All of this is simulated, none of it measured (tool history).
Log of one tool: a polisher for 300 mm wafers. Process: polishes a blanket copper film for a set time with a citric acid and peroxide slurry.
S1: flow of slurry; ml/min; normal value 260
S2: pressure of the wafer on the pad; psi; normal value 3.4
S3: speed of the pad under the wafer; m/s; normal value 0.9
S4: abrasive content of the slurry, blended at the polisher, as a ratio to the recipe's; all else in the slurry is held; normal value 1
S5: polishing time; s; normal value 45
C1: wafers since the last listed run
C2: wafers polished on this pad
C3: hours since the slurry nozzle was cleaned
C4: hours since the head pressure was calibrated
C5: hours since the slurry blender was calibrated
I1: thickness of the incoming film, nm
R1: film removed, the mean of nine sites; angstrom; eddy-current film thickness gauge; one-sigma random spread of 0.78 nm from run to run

run    hour   S1   S2    S3    S4  S5    C1    C2     C3      C4     C5      I1    R1
  1       0  260  3.4   0.9     1  37     0  2965  128.3  1027.8  545.5  1002.2   837
        9.4  -- slurry blender recalibrated
  2      81  260  3.4   0.9     1  45   444  3409  209.3  1108.8   71.6  1026.6  1012
       94.8  -- worn pad replaced by a new one
  3   220.8  260  3.4   0.9     1  45   763   708  349.1  1248.6  211.4  1001.4   994
  4   320.7  260  3.4   0.9     1  45   561  1269    449  1348.5  311.3  1013.8   988
  5   424.6  260  3.4   0.9     1  45   584  1853  552.9  1452.4  415.2  1017.1   991
  6   470.4  260  3.4   0.9     1  45   257  2111  598.7  1498.2    461  1001.4   964
      535.3  -- slurry nozzle cleaned
  7   545.1  260  3.4   0.9     1  45   414  2525    9.8  1572.9  535.7  1010.1   971
        566  -- head pressure recalibrated
      600.2  -- slurry blender recalibrated
  8   600.6  260  3.4   0.9     1  45   289  2814   65.3    34.6    0.4  1003.9  1089
      640.7  -- worn pad replaced by a new one
  9   657.4  285  3.4   0.9     1  45   296    93  122.1    91.4   57.2  1024.3  1099
 10   744.9  285  3.4   0.9     1  45   491   585  209.6   178.9  144.7  1016.4  1079
 11   834.6  260  3.4   0.9     1  45   504  1089  299.3   268.6  234.4  1008.9  1061
 12     940  260  3.4   0.9     1  45   592  1682  404.7     374  339.8  1015.3  1076
     1185.9  -- slurry nozzle cleaned
 13  1188.5  260  3.4   0.9     1  45  1391  3073    2.6   622.5  588.3  1000.1  1044
     1217.7  -- worn pad replaced by a new one
 14  1228.4  190  3.4   0.9     1  32   201    60   42.5   662.4  628.2   997.6   711
     1237.8  -- slurry blender recalibrated
 15  1387.7  180  3.4   0.9     1  56   884   944  201.8   821.7  149.9  1025.8  1234
 16  1469.3  260  3.4  1.16     1  45   458  1402  283.4   903.3  231.5   993.6  1292
 17  1569.1  290  3.4   0.9     1  45   560  1963  383.2  1003.1  331.3    1007  1025
 18  1649.5  260  3.4   0.9     1  45   451  2415  463.6  1083.5  411.7  1001.4  1019
     1775.3  -- slurry nozzle cleaned
       1824  -- slurry blender recalibrated
     1907.6  -- worn pad replaced by a new one
 19  1973.4  260  2.8  1.22     1  45  1781   369  198.1  1407.4  149.4  1004.5  1147
 20  2019.8  260  3.4   0.9  0.85  45   260   630  244.5  1453.8  195.8  1017.6   957
     2072.1  -- head pressure recalibrated
 21  2083.5  260  3.4   0.9     1  55   346   977  308.2    11.4  259.5  1018.9  1321
 22  2169.5  260  3.4   0.9     1  61   483  1460  394.2    97.4  345.5    1012  1440
 23    2222  260  3.4   0.9     1  45   295  1755  446.7   149.9    398  1028.5  1060
 24  2263.5  225  3.4  0.68     1  45   233  1989  488.2   191.4  439.5  1022.7   819
 25  2347.4  260  3.4   0.9     1  45   471  2460  572.1   275.3  523.4  1023.6  1055
 26  2413.1  260  3.4   0.9     1  55   369  2830  637.8     341  589.1  1026.2  1293
 27  2462.9  170  3.4   0.9   0.9  52   279  3110  687.6   390.8  638.9     996  1116
     2489.4  -- worn pad replaced by a new one
     2529.5  -- slurry nozzle cleaned
     2532.5  -- slurry blender recalibrated
 28  2548.6  260  2.3   0.8     1  45   442   315   19.1   476.5   16.1    1012   722
 29  2650.5  220  3.4   0.9     1  45   572   888    121   578.4    118  1014.4  1011
 30  2729.8  260  3.4  1.18     1  54   445  1334  200.3   657.7  197.3  1004.3  1572
 31  2786.6  330  3.4   0.9     1  40   319  1653  257.1   714.5  254.1  1026.7   946

What if the next run were any one of these 3? Each begins from the tool's condition after run 31:
  A  2787  260  3.4   0.9     1  45   2  1656  257.5  714.9  254.5  1006.9   ?
  B  2787  260  3.4  1.22     1  51   2  1656  257.5  714.9  254.5  1006.9   ?
  C  2787  260  2.7  1.14  0.85  54   2  1656  257.5  714.9  254.5  1006.9   ?

run    R1
  A  1031
  B  1533
  C  1261
Stripped of hidden state, with their random variation kept, the same runs would have yielded:
run    R1
  A  1072
  B  1593
  C  1310

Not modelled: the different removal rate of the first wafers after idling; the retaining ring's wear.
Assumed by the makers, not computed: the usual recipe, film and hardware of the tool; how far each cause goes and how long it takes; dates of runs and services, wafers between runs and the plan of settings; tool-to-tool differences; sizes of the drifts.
